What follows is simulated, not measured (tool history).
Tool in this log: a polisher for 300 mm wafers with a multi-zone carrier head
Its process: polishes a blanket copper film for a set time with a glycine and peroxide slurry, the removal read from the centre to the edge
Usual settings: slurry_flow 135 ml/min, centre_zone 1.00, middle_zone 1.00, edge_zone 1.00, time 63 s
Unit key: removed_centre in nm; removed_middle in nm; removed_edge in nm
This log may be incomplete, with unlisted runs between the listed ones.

run	day	slurry_flow	centre_zone	middle_zone	edge_zone	time	incoming thickness of the incoming film, nm	removed_centre	removed_middle	removed_edge
1	0.000	135	0.94	1.00	1.00	63	1956.9	302.2	318.3	312.5
# day 1.392: carrier head's membrane replaced by a new one
2	1.533	135	1.00	1.00	1.00	63	1973.4	309.2	315.7	318.8
3	2.842	135	1.00	0.91	1.00	63	1968.1	315.2	293.7	318.4
# day 4.704: slurry nozzle cleaned
4	5.292	135	1.00	1.00	0.92	63	2003.8	304.6	317.9	307.7
5	7.521	135	1.00	1.00	1.00	63	2009.2	304.4	314.9	318.6
# day 8.125: worn pad replaced by a new one
6	9.079	110	1.00	1.05	0.93	63	1987.4	288.6	315.8	300.7
7	11.971	135	1.00	1.00	1.00	63	2019.1	302.9	313.3	324.2
8	14.950	135	0.96	1.00	1.09	63	1940.7	298.1	311.1	327.5
9	17.071	135	1.09	1.00	0.97	45	1993.6	227.8	222.1	228.4
10	19.842	135	0.93	0.91	1.04	75	1963.6	330.9	354.0	382.4
# day 20.392: slurry nozzle cleaned
11	21.021	170	1.00	1.09	1.00	69	2015.0	335.9	388.3	353.1
12	23.596	135	1.07	1.00	1.00	63	1958.6	306.1	318.3	313.8
13	26.121	135	1.00	1.05	1.00	63	2000.3	293.9	326.2	322.4
# day 26.833: worn pad replaced by a new one
14	27.475	135	1.00	1.05	0.91	70	1983.0	330.1	367.8	344.1
15	28.550	135	1.00	1.06	0.89	63	1951.4	286.5	331.5	303.2
# day 29.838: edge zone pressure recalibrated
16	29.938	155	1.04	1.08	1.00	63	1986.6	315.3	349.4	318.9
17	31.454	115	1.07	1.06	0.91	63	1993.6	300.7	319.8	297.6
# day 33.350: centre zone pressure recalibrated
18	34.404	135	1.00	1.07	0.97	63	1997.1	314.9	331.4	307.7
# day 35.288: slurry nozzle cleaned
19	41.267	170	1.00	1.09	1.00	69	1953.4	351.0	386.1	359.0
20	44.150	135	1.00	1.00	0.94	63	1979.0	297.0	316.7	312.5
# day 45.850: worn pad replaced by a new one
21	46.767	135	1.10	1.06	0.95	57	2002.7	287.8	299.6	280.8

Here are 5 independent what-if runs from the current tool condition. What would each one return?
A	46.783	135	1.00	1.06	1.00	63	2004.4	?	?	?
B	46.783	120	1.00	0.93	0.89	73	2004.4	?	?	?
C	46.783	135	1.00	1.10	1.06	85	2004.4	?	?	?
D	46.783	135	0.90	1.00	1.11	79	2004.4	?	?	?
E	46.783	175	1.00	1.00	1.00	75	2004.4	?	?	?

run	removed_centre	removed_middle	removed_edge
A	295.5	331.4	310.9
B	333.5	340.4	343.0
C	398.8	459.9	427.1
D	343.4	397.7	403.5
E	369.3	394.1	382.0
Without the tool's unlogged condition, the same runs would have read:
run	removed_centre	removed_middle	removed_edge
A	320.7	331.2	310.9
B	361.9	340.2	343.0
C	432.7	459.8	427.1
D	372.9	397.5	403.5
E	400.7	393.9	382.0

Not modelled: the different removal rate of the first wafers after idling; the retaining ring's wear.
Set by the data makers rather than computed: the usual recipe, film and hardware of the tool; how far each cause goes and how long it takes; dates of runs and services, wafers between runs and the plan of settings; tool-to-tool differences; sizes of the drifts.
